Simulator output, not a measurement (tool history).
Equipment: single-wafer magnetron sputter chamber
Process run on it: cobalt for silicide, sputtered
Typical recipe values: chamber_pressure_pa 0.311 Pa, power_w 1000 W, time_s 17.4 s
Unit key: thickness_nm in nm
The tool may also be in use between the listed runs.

run,hour,chamber_pressure_pa,power_w,time_s,"read-back reference wafer on the same gauge, thickness_nm",thickness_nm
1,0.0,0.311,1000,17.4,9.861,9.006
# hour 38.9: capacitance manometer re-zeroed and calibrated
2,60.3,0.311,1000,20.0,9.836,10.303
3,120.6,0.311,1000,20.0,9.827,10.264
4,189.8,0.311,900,17.4,9.808,8.096
# hour 243.6: sputter target and shields replaced
5,274.0,0.311,1000,14.9,9.818,7.662
6,513.9,0.311,1000,17.4,9.740,8.994
# hour 548.1: sputter target and shields replaced
# hour 618.7: magnet pack replaced
7,619.2,0.311,1000,17.4,9.708,8.912
8,702.3,0.311,1000,17.4,9.673,8.857
# hour 843.4: sputter target and shields replaced
9,908.8,0.311,1000,17.4,9.640,8.806
10,968.4,0.376,1000,20.1,9.612,10.021
11,1008.1,0.311,1000,17.4,9.594,8.848

Run 12 is up next; what results do you expect?
12,1089.0,0.311,1000,20.0,?,?

{"run 12": {"read-back reference wafer on the same gauge, thickness_nm": 9.564, "thickness_nm": 10.027}}
Take away the tool's hidden state, keep the run-to-run variation as it was, and the same run would have given thickness_nm 10.392 nm.

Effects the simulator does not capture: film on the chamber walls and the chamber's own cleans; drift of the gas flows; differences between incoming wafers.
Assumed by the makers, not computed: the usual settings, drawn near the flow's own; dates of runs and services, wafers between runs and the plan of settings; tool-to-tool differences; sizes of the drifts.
